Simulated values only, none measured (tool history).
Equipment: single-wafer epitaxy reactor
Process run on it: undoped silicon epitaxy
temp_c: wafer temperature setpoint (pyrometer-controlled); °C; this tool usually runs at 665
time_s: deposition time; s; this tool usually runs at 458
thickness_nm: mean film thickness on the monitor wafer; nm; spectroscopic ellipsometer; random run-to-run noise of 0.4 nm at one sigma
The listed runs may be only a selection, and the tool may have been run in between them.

run	hour	temp_c	time_s	read-back reference wafer on the same gauge, thickness_nm	thickness_nm
1	0	668	490	103.047	117.434
2	101.1	668	490	103.222	116.632
3	165.5	665	439	102.906	96.674
4	215.8	665	439	103.143	97.219
5	296.9	665	401	102.945	88.496
6	401.9	665	401	102.859	87.565
7	482.5	665	458	103.084	100.153
8	580.2	661	458	102.887	90.798
9	682.5	661	458	103.073	90.604
# hour 750.7: pyrometer calibrated
10	764.8	674	388	103.07	109.205
# hour 767.6: gauge calibrated
11	801.5	669	458	102.906	113.752
12	902.2	659	490	103.056	94.498
13	984.3	665	458	103.119	102.88
14	1053.8	665	458	102.977	102.95
15	1148	665	458	102.865	102.551
16	1214.4	651	390	102.977	61.662
17	1250.6	660	458	103.058	89.731
18	1355.1	665	488	103.018	107.88
19	1438.1	658	494	103.007	92.541
20	1514.8	678	411	103.043	124.731
21	1553.8	675	548	103.002	154.592
22	1643	658	494	103.015	92.449

Same runs, no hidden state in the tool, same run-to-run variation:
Hidden state at play: wafer temperature above the value expected at the setpoint (K); gauge reads high (%).
run	thickness_nm
1	120.757
2	120.238
3	99.848
4	100.539
5	91.706
6	90.982
7	104.275
8	94.809
9	94.854
10	110.284
11	114.995
12	95.803
13	104.497
14	104.751
15	104.594
16	63.043
17	91.781
18	110.607
19	95.124
20	128.287
21	159.184
22	95.532
